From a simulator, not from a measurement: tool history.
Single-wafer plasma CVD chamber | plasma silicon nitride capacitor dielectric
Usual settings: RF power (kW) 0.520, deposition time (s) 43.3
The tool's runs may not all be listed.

run	day	RF power (kW)	deposition time (s)	wafers since the last listed run	hours since the last RF generator calibration	hours since the showerhead was replaced	hours since the gauge calibration	read-back reference wafer on the same gauge, thickness_nm	mean film thickness on the monitor wafer (nm)
1	0.000	0.520	50.2	0	229.0	1953.9	787.4	60.465	74.775
2	4.342	0.520	50.2	2104	333.2	2058.1	891.6	60.652	73.933
3	6.329	0.520	50.2	963	380.9	2105.8	939.3	60.494	74.520
4	10.625	0.520	43.3	2082	484.0	2208.9	1042.4	60.690	63.772
5	14.942	0.520	43.3	2092	587.6	2312.5	1146.0	60.628	63.485
# day 19.008: gauge calibrated
# day 23.721: RF generator calibrated
6	23.854	0.520	43.3	4158	3.2	2526.4	116.3	60.616	64.922
7	25.796	0.520	43.3	941	49.8	2573.0	162.9	60.664	64.359
8	28.096	0.520	37.1	1114	105.0	2628.2	218.1	60.434	55.561
9	31.708	0.520	43.3	1750	191.7	2714.9	304.8	60.575	64.617
10	34.762	0.580	40.1	1480	265.0	2788.2	378.1	60.597	62.131
11	37.158	0.520	50.0	1161	322.5	2845.7	435.6	60.692	74.204
12	40.138	0.585	37.8	1443	394.0	2917.2	507.1	60.516	59.064
13	42.733	0.520	49.6	1258	456.3	2979.5	569.4	60.641	73.298
# day 43.342: showerhead replaced
14	44.583	0.520	43.3	735	500.7	29.8	613.8	60.488	64.169

The next listed run, before its measurement:
15	48.675	0.425	39.9	1983	598.9	128.0	712.0	?	?

{"run 15": {"read-back reference wafer on the same gauge, thickness_nm": 60.551, "mean film thickness on the monitor wafer (nm)": 54.239}}
Without the tool's hidden state the same run would have given mean film thickness on the monitor wafer (nm) 54.970.
